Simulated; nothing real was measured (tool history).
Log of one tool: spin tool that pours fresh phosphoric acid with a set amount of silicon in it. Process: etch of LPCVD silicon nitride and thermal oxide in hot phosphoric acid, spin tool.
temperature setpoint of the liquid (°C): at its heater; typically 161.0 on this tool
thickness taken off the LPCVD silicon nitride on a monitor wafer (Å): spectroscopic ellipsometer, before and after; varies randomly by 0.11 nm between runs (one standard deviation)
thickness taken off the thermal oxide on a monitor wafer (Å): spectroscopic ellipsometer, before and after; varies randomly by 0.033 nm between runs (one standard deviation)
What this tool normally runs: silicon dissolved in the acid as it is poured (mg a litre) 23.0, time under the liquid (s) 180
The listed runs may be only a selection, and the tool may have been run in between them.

run	hour	temperature setpoint of the liquid (°C)	silicon dissolved in the acid as it is poured (mg a litre)	time under the liquid (s)	wafers since the last listed run	hours since the thermometer was replaced	hours since the dissolved silicon flow meter was replaced	hours since the heated supply line was repaired	hours since the gauge calibration	read-back film thickness of the LPCVD silicon nitride reference wafer, read on the same gauge (nm)	read-back film thickness of the thermal oxide reference wafer, read on the same gauge (nm)	thickness taken off the LPCVD silicon nitride on a monitor wafer (Å)	thickness taken off the thermal oxide on a monitor wafer (Å)
1	0.0	162.5	11.5	180	0	537.5	60.2	3.4	1759.9	110.00	90.037	148.4	4.92
2	85.6	161.0	23.0	180	752	623.1	145.8	89.0	1845.5	110.00	89.998	138.0	2.67
3	140.3	161.0	23.0	180	481	677.8	200.5	143.7	1900.2	110.01	90.012	137.1	2.53
4	181.1	161.0	23.0	180	358	718.6	241.3	184.5	1941.0	109.98	90.011	138.3	2.81
5	266.1	161.0	23.0	215	747	803.6	326.3	269.5	2026.0	110.01	89.995	164.0	3.47
6	556.7	161.0	23.0	215	2555	1094.2	616.9	560.1	2316.6	109.97	89.994	160.4	2.97
7	641.4	161.0	8.0	180	744	1178.9	701.6	644.8	2401.3	110.01	89.984	134.6	4.40
8	691.9	158.0	23.0	150	444	1229.4	752.1	695.3	2451.8	110.01	90.010	101.0	1.86
9	771.0	158.5	34.5	80	695	1308.5	831.2	774.4	2530.9	109.98	89.997	54.3	0.70
10	873.8	163.5	16.0	125	904	1411.3	934.0	877.2	2633.7	110.01	89.987	99.9	2.35
# hour 900.8: gauge calibrated
11	918.4	161.0	23.0	180	392	1455.9	978.6	921.8	17.6	110.00	89.992	132.5	3.00
# hour 932.0: dissolved silicon flow meter replaced
12	998.2	161.0	6.0	260	692	1535.7	66.2	1001.6	97.4	110.00	90.026	187.3	5.49
# hour 1064.3: thermometer replaced
13	1091.9	160.0	39.5	180	815	27.6	159.9	1095.3	191.1	109.99	89.994	131.8	1.10
14	1159.9	158.5	39.5	250	598	95.6	227.9	1163.3	259.1	110.02	89.995	173.5	1.32
15	1210.5	158.5	29.0	250	444	146.2	278.5	1213.9	309.7	110.00	90.005	173.2	2.62
16	1276.9	161.0	6.0	275	583	212.6	344.9	1280.3	376.1	110.00	90.006	203.7	6.29
17	1319.1	161.0	23.0	250	371	254.8	387.1	1322.5	418.3	109.98	89.999	187.8	3.11
18	1579.9	161.0	23.0	180	2293	515.6	647.9	1583.3	679.1	110.01	90.005	131.8	2.45
19	1663.6	159.0	8.0	85	736	599.3	731.6	1667.0	762.8	110.04	90.004	58.1	1.41
20	1729.7	161.0	23.0	180	581	665.4	797.7	1733.1	828.9	110.01	90.004	129.2	2.45
21	1810.8	161.0	23.0	180	713	746.5	878.8	1814.2	910.0	110.00	90.017	130.8	3.04

How the hidden state differs across the entries between the runs, from the last listed run before each to the first after it:
Runs 10 to 11: gauge calibrated (hour 900.8)
  liquid colder than its thermometer reads (K): 1.37 -> 1.41; temperature lost on the way to the wafer (K): 1.2 -> 1.25
  measured less the result without the state, thickness taken off the LPCVD silicon nitride on a monitor wafer (Å): -8.9 -> -12.4; thickness taken off the thermal oxide on a monitor wafer (Å): -0.48 -> -0.65
Runs 11 to 12: dissolved silicon flow meter replaced (hour 932.0)
  liquid colder than its thermometer reads (K): 1.41 -> 1.49; temperature lost on the way to the wafer (K): 1.25 -> 1.34
  measured less the result without the state, thickness taken off the LPCVD silicon nitride on a monitor wafer (Å): -12.4 -> -18.7; thickness taken off the thermal oxide on a monitor wafer (Å): -0.65 -> -1.29
Runs 12 to 13: thermometer replaced (hour 1064.3)
  liquid colder than its thermometer reads (K): 1.49 -> 0.0702; temperature lost on the way to the wafer (K): 1.34 -> 1.45
  measured less the result without the state, thickness taken off the LPCVD silicon nitride on a monitor wafer (Å): -18.7 -> -7.0; thickness taken off the thermal oxide on a monitor wafer (Å): -1.29 -> -0.13
